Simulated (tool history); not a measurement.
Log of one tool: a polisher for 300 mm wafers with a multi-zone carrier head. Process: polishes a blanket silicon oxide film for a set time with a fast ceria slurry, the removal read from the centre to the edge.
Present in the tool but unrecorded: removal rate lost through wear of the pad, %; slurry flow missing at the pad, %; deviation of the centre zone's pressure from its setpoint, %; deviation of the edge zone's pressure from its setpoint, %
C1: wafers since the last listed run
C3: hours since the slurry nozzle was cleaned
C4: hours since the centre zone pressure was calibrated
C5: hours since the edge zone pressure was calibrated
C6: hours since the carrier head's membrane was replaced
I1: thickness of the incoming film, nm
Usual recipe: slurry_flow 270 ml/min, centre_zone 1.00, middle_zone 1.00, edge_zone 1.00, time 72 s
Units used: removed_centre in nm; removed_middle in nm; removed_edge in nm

run 1 hour=0.0 | slurry_flow=195 centre_zone=1.00 middle_zone=1.00 edge_zone=1.00 time=72 | C1=0 wafers_polished_on_this_pad=627 C3=444.7 C4=361.3 C5=1157.4 C6=1196.0 | I1=3901.7 | removed_centre=1073.5 removed_middle=1079.4 removed_edge=1040.1
run 2 hour=16.3 | slurry_flow=195 centre_zone=1.00 middle_zone=1.00 edge_zone=1.00 time=72 | C1=182 wafers_polished_on_this_pad=809 C3=461.0 C4=377.6 C5=1173.7 C6=1212.3 | I1=3804.2 | removed_centre=1062.5 removed_middle=1054.4 removed_edge=1042.8
run 3 hour=29.5 | slurry_flow=270 centre_zone=1.00 middle_zone=1.00 edge_zone=1.00 time=72 | C1=147 wafers_polished_on_this_pad=956 C3=474.2 C4=390.8 C5=1186.9 C6=1225.5 | I1=3933.1 | removed_centre=1098.9 removed_middle=1091.7 removed_edge=1049.8
-- hour=63.0 worn pad replaced by a new one
run 4 hour=63.5 | slurry_flow=270 centre_zone=1.00 middle_zone=1.00 edge_zone=1.00 time=72 | C1=335 wafers_polished_on_this_pad=5 C3=508.2 C4=424.8 C5=1220.9 C6=1259.5 | I1=3939.9 | removed_centre=1240.7 removed_middle=1197.9 removed_edge=1178.4
run 5 hour=94.3 | slurry_flow=270 centre_zone=1.00 middle_zone=1.00 edge_zone=1.00 time=72 | C1=343 wafers_polished_on_this_pad=349 C3=539.0 C4=455.6 C5=1251.7 C6=1290.3 | I1=3869.5 | removed_centre=1156.9 removed_middle=1145.4 removed_edge=1108.0
run 6 hour=109.7 | slurry_flow=270 centre_zone=0.95 middle_zone=1.00 edge_zone=1.00 time=72 | C1=171 wafers_polished_on_this_pad=521 C3=554.4 C4=471.0 C5=1267.1 C6=1305.7 | I1=3830.0 | removed_centre=1067.0 removed_middle=1098.9 removed_edge=1083.0
run 7 hour=128.7 | slurry_flow=270 centre_zone=0.95 middle_zone=1.00 edge_zone=1.00 time=72 | C1=212 wafers_polished_on_this_pad=734 C3=573.4 C4=490.0 C5=1286.1 C6=1324.7 | I1=3862.1 | removed_centre=1029.0 removed_middle=1077.0 removed_edge=1078.1
run 8 hour=146.7 | slurry_flow=270 centre_zone=1.00 middle_zone=1.00 edge_zone=0.96 time=72 | C1=201 wafers_polished_on_this_pad=935 C3=591.4 C4=508.0 C5=1304.1 C6=1342.7 | I1=3836.8 | removed_centre=1099.3 removed_middle=1068.3 removed_edge=1034.2
-- hour=160.0 slurry nozzle cleaned
-- hour=171.8 centre zone pressure recalibrated
run 9 hour=181.0 | slurry_flow=270 centre_zone=0.95 middle_zone=1.00 edge_zone=1.12 time=72 | C1=349 wafers_polished_on_this_pad=1284 C3=21.0 C4=9.2 C5=1338.4 C6=1377.0 | I1=3846.1 | removed_centre=1053.4 removed_middle=1088.4 removed_edge=1134.6
-- hour=191.4 worn pad replaced by a new one
run 10 hour=198.2 | slurry_flow=270 centre_zone=1.06 middle_zone=1.00 edge_zone=1.07 time=72 | C1=147 wafers_polished_on_this_pad=75 C3=38.2 C4=26.4 C5=1355.6 C6=1394.2 | I1=3791.3 | removed_centre=1321.1 removed_middle=1239.7 removed_edge=1235.8
-- hour=211.3 carrier head's membrane replaced by a new one
run 11 hour=225.2 | slurry_flow=190 centre_zone=1.00 middle_zone=1.10 edge_zone=1.05 time=95 | C1=245 wafers_polished_on_this_pad=321 C3=65.2 C4=53.4 C5=1382.6 C6=13.9 | I1=3899.2 | removed_centre=1525.7 removed_middle=1603.2 removed_edge=1515.2
run 12 hour=238.2 | slurry_flow=325 centre_zone=1.11 middle_zone=1.00 edge_zone=0.92 time=72 | C1=145 wafers_polished_on_this_pad=466 C3=78.2 C4=66.4 C5=1395.6 C6=26.9 | I1=3881.4 | removed_centre=1309.4 removed_middle=1160.5 removed_edge=1089.9
run 13 hour=272.7 | slurry_flow=335 centre_zone=1.00 middle_zone=1.00 edge_zone=1.00 time=72 | C1=385 wafers_polished_on_this_pad=851 C3=112.7 C4=100.9 C5=1430.1 C6=61.4 | I1=3860.2 | removed_centre=1149.7 removed_middle=1152.1 removed_edge=1112.6
run 14 hour=295.2 | slurry_flow=360 centre_zone=1.00 middle_zone=1.00 edge_zone=1.04 time=92 | C1=251 wafers_polished_on_this_pad=1102 C3=135.2 C4=123.4 C5=1452.6 C6=83.9 | I1=3943.0 | removed_centre=1456.2 removed_middle=1445.4 removed_edge=1438.2
run 15 hour=309.0 | slurry_flow=270 centre_zone=1.00 middle_zone=1.00 edge_zone=1.00 time=72 | C1=154 wafers_polished_on_this_pad=1257 C3=149.0 C4=137.2 C5=1466.4 C6=97.7 | I1=3799.8 | removed_centre=1119.5 removed_middle=1090.7 removed_edge=1089.4
-- hour=314.2 edge zone pressure recalibrated
-- hour=333.6 worn pad replaced by a new one
run 16 hour=344.3 | slurry_flow=320 centre_zone=1.12 middle_zone=1.00 edge_zone=0.96 time=63 | C1=327 wafers_polished_on_this_pad=119 C3=184.3 C4=172.5 C5=30.1 C6=133.0 | I1=3810.5 | removed_centre=1209.1 removed_middle=1080.6 removed_edge=1014.0
run 17 hour=367.1 | slurry_flow=190 centre_zone=1.00 middle_zone=1.00 edge_zone=1.00 time=72 | C1=254 wafers_polished_on_this_pad=374 C3=207.1 C4=195.3 C5=52.9 C6=155.8 | I1=3862.8 | removed_centre=1139.0 removed_middle=1113.2 removed_edge=1095.1
run 18 hour=397.1 | slurry_flow=270 centre_zone=1.00 middle_zone=0.91 edge_zone=1.00 time=72 | C1=335 wafers_polished_on_this_pad=709 C3=237.1 C4=225.3 C5=82.9 C6=185.8 | I1=3849.6 | removed_centre=1136.7 removed_middle=1047.2 removed_edge=1088.7
run 19 hour=410.9 | slurry_flow=270 centre_zone=1.00 middle_zone=1.00 edge_zone=1.00 time=72 | C1=154 wafers_polished_on_this_pad=863 C3=250.9 C4=239.1 C5=96.7 C6=199.6 | I1=3836.9 | removed_centre=1122.8 removed_middle=1113.1 removed_edge=1078.0
-- hour=444.5 worn pad replaced by a new one
run 20 hour=445.0 | slurry_flow=270 centre_zone=1.00 middle_zone=1.00 edge_zone=1.00 time=72 | C1=336 wafers_polished_on_this_pad=5 C3=285.0 C4=273.2 C5=130.8 C6=233.7 | I1=3803.2 | removed_centre=1260.9 removed_middle=1258.6 removed_edge=1207.3
run 21 hour=461.6 | slurry_flow=270 centre_zone=0.93 middle_zone=1.00 edge_zone=1.00 time=90 | C1=185 wafers_polished_on_this_pad=191 C3=301.6 C4=289.8 C5=147.4 C6=250.3 | I1=3910.4 | removed_centre=1399.9 removed_middle=1493.6 removed_edge=1446.6
run 22 hour=493.1 | slurry_flow=270 centre_zone=1.00 middle_zone=1.00 edge_zone=1.00 time=72 | C1=351 wafers_polished_on_this_pad=543 C3=333.1 C4=321.3 C5=178.9 C6=281.8 | I1=3843.1 | removed_centre=1170.0 removed_middle=1121.2 removed_edge=1097.6

Below are 4 alternative next runs, each starting from the tool's condition after run 22. Predict each:
run A hour=493.5 | slurry_flow=325 centre_zone=1.00 middle_zone=1.00 edge_zone=1.00 time=72 | C1=4 wafers_polished_on_this_pad=547 C3=333.5 C4=321.7 C5=179.3 C6=282.2 | I1=3870.3 | removed_centre=? removed_middle=? removed_edge=?
run B hour=493.5 | slurry_flow=270 centre_zone=1.00 middle_zone=1.00 edge_zone=1.09 time=91 | C1=4 wafers_polished_on_this_pad=547 C3=333.5 C4=321.7 C5=179.3 C6=282.2 | I1=3870.3 | removed_centre=? removed_middle=? removed_edge=?
run C hour=493.5 | slurry_flow=270 centre_zone=1.09 middle_zone=1.00 edge_zone=0.92 time=83 | C1=4 wafers_polished_on_this_pad=547 C3=333.5 C4=321.7 C5=179.3 C6=282.2 | I1=3870.3 | removed_centre=? removed_middle=? removed_edge=?
run D hour=493.5 | slurry_flow=270 centre_zone=1.08 middle_zone=1.09 edge_zone=1.00 time=51 | C1=4 wafers_polished_on_this_pad=547 C3=333.5 C4=321.7 C5=179.3 C6=282.2 | I1=3870.3 | removed_centre=? removed_middle=? removed_edge=?

run=A removed_centre=1142.6 removed_middle=1154.2 removed_edge=1117.6
run=B removed_centre=1420.0 removed_middle=1436.8 removed_edge=1457.2
run=C removed_centre=1412.7 removed_middle=1310.2 removed_edge=1224.5
run=D removed_centre=860.4 removed_middle=852.3 removed_edge=782.0
What these runs would have given with no unlogged condition in the tool:
run=A removed_centre=1277.6 removed_middle=1289.5 removed_edge=1246.3
run=B removed_centre=1589.9 removed_middle=1607.0 removed_edge=1626.2
run=C removed_centre=1581.6 removed_middle=1465.4 removed_edge=1366.5
run=D removed_centre=963.3 removed_middle=953.3 removed_edge=872.7

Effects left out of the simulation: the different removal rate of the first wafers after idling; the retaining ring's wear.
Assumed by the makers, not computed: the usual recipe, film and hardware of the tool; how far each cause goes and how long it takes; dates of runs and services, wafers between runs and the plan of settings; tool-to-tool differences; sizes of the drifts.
